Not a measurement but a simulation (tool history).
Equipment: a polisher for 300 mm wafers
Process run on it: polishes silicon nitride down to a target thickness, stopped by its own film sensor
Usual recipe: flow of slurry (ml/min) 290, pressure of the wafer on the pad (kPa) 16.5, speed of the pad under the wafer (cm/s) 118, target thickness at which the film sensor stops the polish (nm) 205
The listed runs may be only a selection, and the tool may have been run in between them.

run   hour  flow of slurry (ml/min)  pressure of the wafer on the pad (kPa)  speed of the pad under the wafer (cm/s)  target thickness at which the film sensor stops the polish (nm)  incoming thickness of the incoming film, nm  time until the film sensor stopped the polish (s)
  1    0.0                      290                                    16.5                                      118                                                              205                                        399.4                                              137.8
  2   16.8                      290                                    16.5                                      118                                                              205                                        401.5                                              143.1
  3   30.5                      290                                    16.5                                       90                                                              205                                        403.1                                              174.4
  4   39.7                      290                                    16.5                                       90                                                              205                                        397.2                                              166.0
  5   47.1                      290                                    16.5                                      118                                                              205                                        398.3                                              138.6
  6   56.2                      290                                    16.5                                      118                                                              205                                        395.6                                              138.1
  7   67.5                      290                                    16.5                                      118                                                              205                                        397.4                                              138.4
      74.7  -- worn pad replaced by a new one
  8   82.2                      290                                    16.5                                      118                                                              205                                        396.2                                              134.0
  9   89.3                      290                                    16.5                                      106                                                              167                                        399.2                                              173.5
 10   96.7                      290                                    16.5                                      106                                                              167                                        400.1                                              177.0
 11  103.5                      290                                    16.5                                      106                                                              167                                        393.7                                              170.7
 12  120.3                      325                                    16.5                                      118                                                              205                                        403.5                                              137.7
 13  132.9                      325                                    16.5                                      118                                                              205                                        398.5                                              136.0
     144.4  -- slurry nozzle cleaned
 14  145.4                      290                                    16.5                                      118                                                              205                                        400.3                                              137.0
 15  157.1                      290                                    16.5                                      118                                                              205                                        402.4                                              140.3
 16  169.1                      260                                    19.3                                       94                                                              155                                        396.2                                              177.8
 17  179.8                      210                                    16.5                                      118                                                              205                                        396.4                                              140.7
 18  187.4                      290                                    16.5                                       78                                                              205                                        395.9                                              182.0
 19  236.4                      195                                    11.0                                      136                                                              262                                        399.6                                              132.4
 20  246.7                      290                                    16.5                                       90                                                              205                                        397.0                                              165.4
 21  259.1                      290                                    16.5                                       92                                                              205                                        399.0                                              165.3
     285.8  -- worn pad replaced by a new one
 22  286.3                      290                                    16.5                                      118                                                              205                                        397.2                                              130.5
     305.8  -- head pressure recalibrated
 23  316.0                      355                                    16.5                                       90                                                              249                                        397.4                                              122.7
 24  327.2                      290                                    16.5                                      118                                                              205                                        405.5                                              138.9
 25  336.5                      375                                    13.1                                      118                                                              205                                        398.3                                              160.1
 26  349.5                      255                                    19.3                                      118                                                              205                                        403.2                                              124.2
 27  389.6                      230                                    13.1                                       90                                                              163                                        395.6                                              247.5
 28  404.4                      290                                    12.4                                      118                                                              233                                        405.0                                              159.7
 29  413.1                      390                                    18.6                                      118                                                              159                                        399.6                                              150.8
 30  420.8                      290                                    21.4                                      118                                                              268                                        396.3                                               73.6

What was the tool's hidden state at every run in the log?
slurry flow missing at the pad, %: 0 across all the runs
deviation of the head's pressure from its setpoint, %: 0 across all the runs
H1: removal rate lost through wear of the pad, %
run     H1
  1   4.11
  2   4.25
  3   4.34
  4   4.39
  5   4.43
  6   4.47
  7   4.52
  8  0.618
  9  0.962
 10   1.29
 11   1.56
 12   2.14
 13    2.5
 14    2.8
 15   3.03
 16   3.24
 17    3.4
 18   3.51
 19   3.96
 20   4.02
 21   4.09
 22  0.187
 23   1.56
 24   1.95
 25   2.23
 26   2.58
 27   3.33
 28   3.52
 29   3.61
 30   3.69

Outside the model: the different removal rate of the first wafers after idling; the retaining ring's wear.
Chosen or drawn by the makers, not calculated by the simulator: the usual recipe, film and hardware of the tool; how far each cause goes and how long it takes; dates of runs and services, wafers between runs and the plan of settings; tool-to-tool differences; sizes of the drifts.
